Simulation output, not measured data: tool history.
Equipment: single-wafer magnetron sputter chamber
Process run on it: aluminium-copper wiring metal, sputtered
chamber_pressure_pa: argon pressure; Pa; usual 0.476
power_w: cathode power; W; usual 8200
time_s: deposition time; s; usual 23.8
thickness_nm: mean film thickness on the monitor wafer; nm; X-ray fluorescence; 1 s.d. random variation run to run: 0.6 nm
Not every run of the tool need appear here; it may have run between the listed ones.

| run | hour | chamber_pressure_pa | power_w | time_s | read-back reference wafer on the same gauge, thickness_nm | thickness_nm |
|---|---|---|---|---|---|---|
| 1 | 0 | 0.425 | 8200 | 23.8 | 341.992 | 302.268 |
| 2 | 46.1 | 0.542 | 8600 | 23.8 | 342.015 | 291.424 |
| 3 | 106.2 | 0.476 | 8200 | 26.6 | 341.705 | 324.537 |
| 4 | 162 | 0.476 | 9050 | 23.8 | 341.95 | 318.6 |
| 5 | 224 | 0.476 | 9050 | 23.8 | 341.889 | 318.33 |
| 6 | 261.7 | 0.476 | 9050 | 23.8 | 341.819 | 316.529 |
| 7 | 356.8 | 0.476 | 7400 | 23.8 | 341.903 | 260.818 |
|  | 407.1 | sputter target and shields replaced |
| 8 | 411.7 | 0.476 | 7400 | 23.8 | 341.952 | 268.023 |
| 9 | 484.2 | 0.476 | 8200 | 23.8 | 341.787 | 293.938 |
| 10 | 541.3 | 0.476 | 8200 | 23.8 | 341.825 | 293.97 |
|  | 585.6 | magnet pack replaced, of another model than before |
| 11 | 648.9 | 0.476 | 8200 | 23.8 | 341.956 | 291.451 |
| 12 | 689.5 | 0.476 | 8200 | 23.8 | 341.908 | 291.71 |
| 13 | 868.9 | 0.476 | 8200 | 23.8 | 341.909 | 290.2 |
| 14 | 914.9 | 0.476 | 8200 | 23.8 | 341.773 | 289.731 |
| 15 | 982.2 | 0.476 | 8200 | 21.2 | 341.907 | 255.689 |
|  | 1031.1 | sputter target and shields replaced |
| 16 | 1035.9 | 0.476 | 8200 | 23.8 | 342.008 | 294.847 |
|  | 1088.7 | gauge calibrated |
| 17 | 1133.2 | 0.476 | 8200 | 23.8 | 341.807 | 293.759 |
| 18 | 1184.5 | 0.476 | 8200 | 23.8 | 342.082 | 293.298 |
| 19 | 1231.4 | 0.635 | 6400 | 25.6 | 341.901 | 206.099 |
| 20 | 1320.7 | 0.417 | 6500 | 25.8 | 342.049 | 273.054 |
| 21 | 1374.8 | 0.476 | 9050 | 21.1 | 342.062 | 282.596 |
|  | 1425.5 | capacitance manometer re-zeroed and calibrated |
| 22 | 1430 | 0.476 | 8200 | 23.8 | 341.844 | 289.912 |
| 23 | 1483.5 | 0.476 | 8200 | 23.8 | 341.961 | 288.283 |
|  | 1543.8 | sputter target and shields replaced |
| 24 | 1550.1 | 0.331 | 8200 | 23.8 | 341.913 | 353.67 |
| 25 | 1622.8 | 0.314 | 6600 | 19.3 | 341.832 | 239.103 |
| 26 | 1681.1 | 0.408 | 7000 | 27 | 341.876 | 310.129 |
| 27 | 1776.3 | 0.359 | 8200 | 23.8 | 341.713 | 338.621 |
| 28 | 1878.8 | 0.476 | 8200 | 23.8 | 341.946 | 288.85 |
| 29 | 1973.8 | 0.476 | 8200 | 23.8 | 341.796 | 288.784 |
|  | 2015.7 | sputter target and shields replaced |
| 30 | 2060.3 | 0.328 | 9250 | 19.9 | 342.227 | 333.108 |
| 31 | 2149.4 | 0.476 | 8200 | 20.4 | 342.245 | 251.411 |

The next listed run, before its measurement:
| 32 | 2240.1 | 0.418 | 6700 | 23.8 | ? | ? |

Logged for run 32: read-back reference wafer on the same gauge, thickness_nm 341.734, thickness_nm 259.807 nm.
On a tool with no hidden condition, and with the same random variation, this run would have come out at thickness_nm 263.06 nm.
